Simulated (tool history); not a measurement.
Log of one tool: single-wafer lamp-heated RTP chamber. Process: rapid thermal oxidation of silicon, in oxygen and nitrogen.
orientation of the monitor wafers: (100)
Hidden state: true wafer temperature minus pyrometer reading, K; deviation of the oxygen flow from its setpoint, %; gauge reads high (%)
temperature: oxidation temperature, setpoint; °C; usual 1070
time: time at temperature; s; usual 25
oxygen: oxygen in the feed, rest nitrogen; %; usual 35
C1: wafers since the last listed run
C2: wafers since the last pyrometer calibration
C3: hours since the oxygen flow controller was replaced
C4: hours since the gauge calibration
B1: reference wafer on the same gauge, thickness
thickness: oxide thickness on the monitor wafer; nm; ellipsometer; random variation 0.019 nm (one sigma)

{"run": 1, "hour": 0.0, "temperature": 1056, "time": 25, "oxygen": 21, "C1": 0, "C2": 5722, "C3": 3841.8, "C4": 470.1, "B1": 3.85, "thickness": 3.617}
{"run": 2, "hour": 31.3, "temperature": 1056, "time": 25, "oxygen": 21, "C1": 292, "C2": 6015, "C3": 3873.1, "C4": 501.4, "B1": 3.841, "thickness": 3.593}
{"hour": 72.4, "done": "pyrometer window cleaned and pyrometer calibrated"}
{"run": 3, "hour": 92.1, "temperature": 1070, "time": 25, "oxygen": 35, "C1": 493, "C2": 183, "C3": 3933.9, "C4": 562.2, "B1": 3.853, "thickness": 4.579}
{"run": 4, "hour": 135.4, "temperature": 1070, "time": 25, "oxygen": 35, "C1": 404, "C2": 588, "C3": 3977.2, "C4": 605.5, "B1": 3.846, "thickness": 4.583}
{"run": 5, "hour": 164.2, "temperature": 1070, "time": 25, "oxygen": 35, "C1": 269, "C2": 857, "C3": 4006, "C4": 634.3, "B1": 3.852, "thickness": 4.586}
{"run": 6, "hour": 210.1, "temperature": 1070, "time": 25, "oxygen": 35, "C1": 428, "C2": 1286, "C3": 4051.9, "C4": 680.2, "B1": 3.85, "thickness": 4.595}
{"run": 7, "hour": 276.3, "temperature": 1070, "time": 25, "oxygen": 35, "C1": 618, "C2": 1904, "C3": 4118.1, "C4": 746.4, "B1": 3.853, "thickness": 4.584}
{"run": 8, "hour": 301.5, "temperature": 1070, "time": 25, "oxygen": 35, "C1": 235, "C2": 2139, "C3": 4143.3, "C4": 771.6, "B1": 3.851, "thickness": 4.605}
{"run": 9, "hour": 351.7, "temperature": 1070, "time": 25, "oxygen": 35, "C1": 468, "C2": 2608, "C3": 4193.5, "C4": 821.8, "B1": 3.858, "thickness": 4.589}
{"run": 10, "hour": 409.1, "temperature": 1070, "time": 25, "oxygen": 35, "C1": 536, "C2": 3145, "C3": 4250.9, "C4": 879.2, "B1": 3.846, "thickness": 4.586}
{"run": 11, "hour": 440.0, "temperature": 1070, "time": 25, "oxygen": 35, "C1": 288, "C2": 3433, "C3": 4281.8, "C4": 910.1, "B1": 3.842, "thickness": 4.565}
{"hour": 441.7, "done": "gauge calibrated"}
{"hour": 474.6, "done": "oxygen flow controller replaced"}
{"run": 12, "hour": 475.1, "temperature": 1070, "time": 25, "oxygen": 21, "C1": 253, "C2": 3686, "C3": 0.5, "C4": 33.4, "B1": 3.85, "thickness": 3.91}
{"run": 13, "hour": 578.9, "temperature": 1058, "time": 17, "oxygen": 25, "C1": 969, "C2": 4656, "C3": 104.3, "C4": 137.2, "B1": 3.85, "thickness": 3.34}
{"run": 14, "hour": 755.4, "temperature": 1050, "time": 33, "oxygen": 35, "C1": 1648, "C2": 6305, "C3": 280.8, "C4": 313.7, "B1": 3.846, "thickness": 4.544}
{"run": 15, "hour": 785.4, "temperature": 1040, "time": 17, "oxygen": 27, "C1": 280, "C2": 6585, "C3": 310.8, "C4": 343.7, "B1": 3.847, "thickness": 3.084}
{"run": 16, "hour": 819.2, "temperature": 1070, "time": 13, "oxygen": 18, "C1": 315, "C2": 6901, "C3": 344.6, "C4": 377.5, "B1": 3.85, "thickness": 2.987}
{"hour": 829.9, "done": "pyrometer window cleaned and pyrometer calibrated"}
{"run": 17, "hour": 983.8, "temperature": 1070, "time": 25, "oxygen": 35, "C1": 1462, "C2": 1437, "C3": 509.2, "C4": 542.1, "B1": 3.853, "thickness": 4.583}
{"run": 18, "hour": 1011.1, "temperature": 1070, "time": 18, "oxygen": 35, "C1": 255, "C2": 1692, "C3": 536.5, "C4": 569.4, "B1": 3.852, "thickness": 4.032}
{"run": 19, "hour": 1125.5, "temperature": 1047, "time": 25, "oxygen": 35, "C1": 1068, "C2": 2761, "C3": 650.9, "C4": 683.8, "B1": 3.853, "thickness": 3.93}

Forecast each of these 4 alternatives for the next run:
{"run": "A", "hour": 1126.0, "temperature": 1040, "time": 25, "oxygen": 35, "C1": 4, "C2": 2765, "C3": 651.4, "C4": 684.3, "B1": "?", "thickness": "?"}
{"run": "B", "hour": 1126.0, "temperature": 1061, "time": 25, "oxygen": 17, "C1": 4, "C2": 2765, "C3": 651.4, "C4": 684.3, "B1": "?", "thickness": "?"}
{"run": "C", "hour": 1126.0, "temperature": 1087, "time": 25, "oxygen": 20, "C1": 4, "C2": 2765, "C3": 651.4, "C4": 684.3, "B1": "?", "thickness": "?"}
{"run": "D", "hour": 1126.0, "temperature": 1089, "time": 19, "oxygen": 18, "C1": 4, "C2": 2765, "C3": 651.4, "C4": 684.3, "B1": "?", "thickness": "?"}

run=A B1=3.853 thickness=3.788
run=B B1=3.853 thickness=3.459
run=C B1=3.853 thickness=4.217
run=D B1=3.853 thickness=3.72
Without the tool's hidden state the same runs would have given:
run=A thickness=3.788
run=B thickness=3.459
run=C thickness=4.217
run=D thickness=3.72
